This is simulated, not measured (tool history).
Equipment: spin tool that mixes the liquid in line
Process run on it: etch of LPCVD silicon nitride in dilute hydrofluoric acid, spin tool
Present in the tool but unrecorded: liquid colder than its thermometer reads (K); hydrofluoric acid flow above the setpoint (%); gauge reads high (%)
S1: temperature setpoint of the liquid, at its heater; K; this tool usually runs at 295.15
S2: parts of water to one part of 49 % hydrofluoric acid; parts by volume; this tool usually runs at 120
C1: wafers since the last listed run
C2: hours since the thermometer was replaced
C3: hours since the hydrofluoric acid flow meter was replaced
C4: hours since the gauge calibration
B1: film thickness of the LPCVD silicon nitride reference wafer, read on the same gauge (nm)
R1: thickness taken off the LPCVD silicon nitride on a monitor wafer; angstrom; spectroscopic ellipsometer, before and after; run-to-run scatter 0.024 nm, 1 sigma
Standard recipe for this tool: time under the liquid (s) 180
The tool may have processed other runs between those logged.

run 1 hour=0.0 | S1=295.15 S2=120 time_under_the_liquid_(s)=180 | C1=0 C2=1706.5 C3=2394.1 C4=160.5 | B1=60.002 | R1=5.84
run 2 hour=10.3 | S1=295.15 S2=120 time_under_the_liquid_(s)=180 | C1=86 C2=1716.8 C3=2404.4 C4=170.8 | B1=60.020 | R1=6.21
run 3 hour=23.5 | S1=295.15 S2=120 time_under_the_liquid_(s)=225 | C1=111 C2=1730.0 C3=2417.6 C4=184.0 | B1=60.017 | R1=7.83
run 4 hour=33.3 | S1=295.15 S2=120 time_under_the_liquid_(s)=225 | C1=82 C2=1739.8 C3=2427.4 C4=193.8 | B1=60.027 | R1=7.26
run 5 hour=39.5 | S1=295.15 S2=120 time_under_the_liquid_(s)=225 | C1=52 C2=1746.0 C3=2433.6 C4=200.0 | B1=60.014 | R1=7.49
run 6 hour=53.5 | S1=295.15 S2=155 time_under_the_liquid_(s)=180 | C1=117 C2=1760.0 C3=2447.6 C4=214.0 | B1=59.981 | R1=4.53
run 7 hour=69.0 | S1=295.15 S2=120 time_under_the_liquid_(s)=180 | C1=130 C2=1775.5 C3=2463.1 C4=229.5 | B1=60.018 | R1=6.19
run 8 hour=79.2 | S1=295.15 S2=120 time_under_the_liquid_(s)=180 | C1=85 C2=1785.7 C3=2473.3 C4=239.7 | B1=60.013 | R1=6.03
run 9 hour=94.3 | S1=295.15 S2=120 time_under_the_liquid_(s)=180 | C1=127 C2=1800.8 C3=2488.4 C4=254.8 | B1=60.024 | R1=5.77
run 10 hour=105.4 | S1=295.15 S2=120 time_under_the_liquid_(s)=180 | C1=93 C2=1811.9 C3=2499.5 C4=265.9 | B1=59.997 | R1=5.58
-- hour=122.3 hydrofluoric acid flow meter replaced
run 11 hour=122.8 | S1=295.15 S2=120 time_under_the_liquid_(s)=180 | C1=138 C2=1829.3 C3=0.5 C4=283.3 | B1=59.977 | R1=5.88
run 12 hour=136.4 | S1=295.15 S2=120 time_under_the_liquid_(s)=180 | C1=114 C2=1842.9 C3=14.1 C4=296.9 | B1=59.965 | R1=5.99
-- hour=141.9 gauge calibrated
run 13 hour=152.4 | S1=295.15 S2=120 time_under_the_liquid_(s)=180 | C1=134 C2=1858.9 C3=30.1 C4=10.5 | B1=60.003 | R1=5.80
run 14 hour=169.4 | S1=293.15 S2=65 time_under_the_liquid_(s)=120 | C1=143 C2=1875.9 C3=47.1 C4=27.5 | B1=59.978 | R1=6.17
run 15 hour=182.7 | S1=299.65 S2=75 time_under_the_liquid_(s)=85 | C1=111 C2=1889.2 C3=60.4 C4=40.8 | B1=60.025 | R1=5.96
run 16 hour=208.0 | S1=295.15 S2=120 time_under_the_liquid_(s)=150 | C1=213 C2=1914.5 C3=85.7 C4=66.1 | B1=60.022 | R1=4.98
run 17 hour=216.9 | S1=295.15 S2=120 time_under_the_liquid_(s)=180 | C1=74 C2=1923.4 C3=94.6 C4=75.0 | B1=60.044 | R1=5.58
run 18 hour=234.8 | S1=298.15 S2=155 time_under_the_liquid_(s)=215 | C1=150 C2=1941.3 C3=112.5 C4=92.9 | B1=60.010 | R1=6.59
run 19 hour=248.5 | S1=295.15 S2=120 time_under_the_liquid_(s)=180 | C1=115 C2=1955.0 C3=126.2 C4=106.6 | B1=60.002 | R1=6.02
-- hour=254.6 thermometer replaced
run 20 hour=256.5 | S1=298.15 S2=145 time_under_the_liquid_(s)=235 | C1=58 C2=1.9 C3=134.2 C4=114.6 | B1=59.985 | R1=7.84
run 21 hour=265.6 | S1=295.15 S2=160 time_under_the_liquid_(s)=180 | C1=76 C2=11.0 C3=143.3 C4=123.7 | B1=59.981 | R1=4.27
run 22 hour=278.0 | S1=299.65 S2=75 time_under_the_liquid_(s)=125 | C1=104 C2=23.4 C3=155.7 C4=136.1 | B1=59.960 | R1=8.07
run 23 hour=286.9 | S1=295.15 S2=120 time_under_the_liquid_(s)=180 | C1=74 C2=32.3 C3=164.6 C4=145.0 | B1=60.028 | R1=5.41
run 24 hour=299.7 | S1=295.15 S2=120 time_under_the_liquid_(s)=180 | C1=107 C2=45.1 C3=177.4 C4=157.8 | B1=59.994 | R1=6.19
run 25 hour=305.7 | S1=295.15 S2=120 time_under_the_liquid_(s)=180 | C1=50 C2=51.1 C3=183.4 C4=163.8 | B1=60.014 | R1=5.72
run 26 hour=316.0 | S1=298.15 S2=120 time_under_the_liquid_(s)=180 | C1=86 C2=61.4 C3=193.7 C4=174.1 | B1=60.016 | R1=7.23
run 27 hour=322.9 | S1=293.15 S2=120 time_under_the_liquid_(s)=180 | C1=58 C2=68.3 C3=200.6 C4=181.0 | B1=59.994 | R1=5.16

State the hidden condition of the tool at each of the runs:
liquid colder than its thermometer reads (K): 0 on each run
hydrofluoric acid flow above the setpoint (%): 0 on each run
gauge reads high (%): 0 on each run
